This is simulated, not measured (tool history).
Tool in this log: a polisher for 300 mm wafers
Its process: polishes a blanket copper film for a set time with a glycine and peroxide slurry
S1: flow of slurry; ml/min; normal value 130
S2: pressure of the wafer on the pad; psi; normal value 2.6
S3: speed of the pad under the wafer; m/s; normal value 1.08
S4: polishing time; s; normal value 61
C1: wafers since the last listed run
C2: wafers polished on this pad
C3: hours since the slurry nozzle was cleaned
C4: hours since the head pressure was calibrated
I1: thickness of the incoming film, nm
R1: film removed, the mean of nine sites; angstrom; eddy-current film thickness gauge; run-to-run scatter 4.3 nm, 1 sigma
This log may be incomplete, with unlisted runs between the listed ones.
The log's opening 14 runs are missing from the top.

| run | hour | S1 | S2 | S3 | S4 | C1 | C2 | C3 | C4 | I1 | R1 |
|---|---|---|---|---|---|---|---|---|---|---|---|
| 15 | 407.8 | 130 | 2.6 | 1.08 | 69 | 235 | 1665 | 47.4 | 1223.7 | 950.6 | 3785 |
| 16 | 421.8 | 105 | 2.6 | 1.08 | 78 | 164 | 1830 | 61.4 | 1237.7 | 941.7 | 4033 |
|  | 432 | worn pad replaced by a new one |
| 17 | 441.8 | 130 | 2.6 | 1.08 | 61 | 187 | 114 | 81.4 | 1257.7 | 940.2 | 3272 |
| 18 | 476.6 | 105 | 3.4 | 1.08 | 61 | 407 | 522 | 116.2 | 1292.5 | 934.9 | 3899 |
|  | 479.9 | slurry nozzle cleaned, repeated, since the last time left the tool worse |
| 19 | 510.2 | 130 | 2.6 | 1.08 | 61 | 381 | 904 | 30.3 | 1326.1 | 939.7 | 3736 |
|  | 535.9 | head pressure recalibrated |
| 20 | 540.9 | 130 | 2.6 | 1.08 | 46 | 336 | 1240 | 61 | 5 | 933.1 | 2820 |
| 21 | 563.3 | 155 | 2.2 | 1.08 | 61 | 262 | 1502 | 83.4 | 27.4 | 941.6 | 3282 |
| 22 | 591.9 | 150 | 2.6 | 1.08 | 80 | 335 | 1838 | 112 | 56 | 938.5 | 5033 |
|  | 598.2 | worn pad replaced by a new one |
| 23 | 626.6 | 105 | 2.6 | 1.08 | 73 | 359 | 332 | 146.7 | 90.7 | 947.3 | 4266 |
| 24 | 646.4 | 130 | 2.6 | 1.34 | 61 | 232 | 564 | 166.5 | 110.5 | 933.9 | 4494 |
| 25 | 658.6 | 85 | 2.3 | 1.28 | 61 | 142 | 707 | 178.7 | 122.7 | 941.8 | 3501 |
| 26 | 690.8 | 130 | 2.1 | 1.42 | 61 | 377 | 1085 | 210.9 | 154.9 | 954.6 | 3876 |
| 27 | 703.7 | 85 | 2.1 | 0.98 | 69 | 151 | 1236 | 223.8 | 167.8 | 918 | 3039 |
| 28 | 732.8 | 130 | 2.6 | 1.08 | 61 | 340 | 1577 | 252.9 | 196.9 | 955.2 | 3668 |
| 29 | 765.2 | 105 | 2.6 | 1.08 | 67 | 379 | 1956 | 285.3 | 229.3 | 940.7 | 3823 |
|  | 780.4 | worn pad replaced by a new one |
| 30 | 798 | 85 | 1.7 | 1.08 | 69 | 337 | 205 | 318.1 | 262.1 | 927.9 | 2793 |
| 31 | 833.5 | 130 | 2.6 | 1.08 | 61 | 415 | 621 | 353.6 | 297.6 | 935.1 | 3772 |

What if the next run were any one of these 4? Each begins from the tool's condition after run 31:
| A | 833.9 | 130 | 2.6 | 1.08 | 61 | 4 | 626 | 354 | 298 | 934.1 | ? |
| B | 833.9 | 110 | 2.6 | 1.08 | 61 | 4 | 626 | 354 | 298 | 934.1 | ? |
| C | 833.9 | 85 | 2.6 | 0.98 | 61 | 4 | 626 | 354 | 298 | 934.1 | ? |
| D | 833.9 | 150 | 2 | 1.08 | 61 | 4 | 626 | 354 | 298 | 934.1 | ? |

| run | R1 |
|---|---|
| A | 3679 |
| B | 3560 |
| C | 3111 |
| D | 3055 |
Had the tool no hidden state, the same runs would have come out as:
| run | R1 |
|---|---|
| A | 3724 |
| B | 3610 |
| C | 3164 |
| D | 3088 |
